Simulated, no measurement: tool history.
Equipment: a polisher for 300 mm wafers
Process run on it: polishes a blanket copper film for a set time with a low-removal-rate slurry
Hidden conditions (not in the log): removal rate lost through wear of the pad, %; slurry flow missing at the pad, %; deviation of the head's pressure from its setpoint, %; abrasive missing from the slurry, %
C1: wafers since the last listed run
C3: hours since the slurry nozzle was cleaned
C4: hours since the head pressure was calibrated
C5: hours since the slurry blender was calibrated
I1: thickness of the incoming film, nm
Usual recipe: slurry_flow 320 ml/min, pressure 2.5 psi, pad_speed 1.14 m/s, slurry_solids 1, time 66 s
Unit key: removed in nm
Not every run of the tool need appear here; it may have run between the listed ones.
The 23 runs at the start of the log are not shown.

{"run": 24, "hour": 630.5, "slurry_flow": 405, "pressure": 2, "pad_speed": 1.14, "slurry_solids": 1, "time": 75, "C1": 134, "wafers polished on this pad": 235, "C3": 41.7, "C4": 474.3, "C5": 144.2, "I1": 1423.9, "removed": 148.5}
{"run": 25, "hour": 651.3, "slurry_flow": 320, "pressure": 2.5, "pad_speed": 1.14, "slurry_solids": 1, "time": 66, "C1": 125, "wafers polished on this pad": 360, "C3": 62.5, "C4": 495.1, "C5": 165, "I1": 1424.4, "removed": 158.2}
{"run": 26, "hour": 671.1, "slurry_flow": 320, "pressure": 2.5, "pad_speed": 1.14, "slurry_solids": 1.2, "time": 66, "C1": 119, "wafers polished on this pad": 479, "C3": 82.3, "C4": 514.9, "C5": 184.8, "I1": 1410.7, "removed": 160.3}
{"run": 27, "hour": 684.1, "slurry_flow": 415, "pressure": 3.3, "pad_speed": 1.54, "slurry_solids": 1, "time": 66, "C1": 78, "wafers polished on this pad": 558, "C3": 95.3, "C4": 527.9, "C5": 197.8, "I1": 1423.1, "removed": 265.8}
{"hour": 688.1, "done": "slurry blender recalibrated"}
{"run": 28, "hour": 710.5, "slurry_flow": 220, "pressure": 1.9, "pad_speed": 1.14, "slurry_solids": 1, "time": 66, "C1": 146, "wafers polished on this pad": 704, "C3": 121.7, "C4": 554.3, "C5": 22.4, "I1": 1427.1, "removed": 119.2}
{"run": 29, "hour": 729.0, "slurry_flow": 380, "pressure": 2.5, "pad_speed": 1.14, "slurry_solids": 0.7, "time": 66, "C1": 111, "wafers polished on this pad": 816, "C3": 140.2, "C4": 572.8, "C5": 40.9, "I1": 1429.7, "removed": 148.1}
{"hour": 773.3, "done": "worn pad replaced by a new one"}
{"run": 30, "hour": 774.7, "slurry_flow": 320, "pressure": 2.5, "pad_speed": 1.02, "slurry_solids": 1, "time": 66, "C1": 251, "wafers polished on this pad": 8, "C3": 185.9, "C4": 618.5, "C5": 86.6, "I1": 1397.8, "removed": 137}
{"run": 31, "hour": 798.8, "slurry_flow": 320, "pressure": 2.8, "pad_speed": 1.14, "slurry_solids": 1, "time": 45, "C1": 145, "wafers polished on this pad": 153, "C3": 210, "C4": 642.6, "C5": 110.7, "I1": 1428.4, "removed": 114.2}

Here are 3 independent what-if runs from the current tool condition. What would each one return?
{"run": "A", "hour": 799.3, "slurry_flow": 320, "pressure": 1.6, "pad_speed": 1.14, "slurry_solids": 1, "time": 66, "C1": 3, "wafers polished on this pad": 156, "C3": 210.5, "C4": 643.1, "C5": 111.2, "I1": 1442.6, "removed": "?"}
{"run": "B", "hour": 799.3, "slurry_flow": 320, "pressure": 2.5, "pad_speed": 1.14, "slurry_solids": 0.75, "time": 66, "C1": 3, "wafers polished on this pad": 156, "C3": 210.5, "C4": 643.1, "C5": 111.2, "I1": 1442.6, "removed": "?"}
{"run": "C", "hour": 799.3, "slurry_flow": 265, "pressure": 2.5, "pad_speed": 0.92, "slurry_solids": 1, "time": 45, "C1": 3, "wafers polished on this pad": 156, "C3": 210.5, "C4": 643.1, "C5": 111.2, "I1": 1442.6, "removed": "?"}

run=A removed=101.6
run=B removed=144.1
run=C removed=84.4
With the hidden condition removed and each run's random variation left untouched, the same runs would have given:
run=A removed=112.4
run=B removed=159.5
run=C removed=93.4
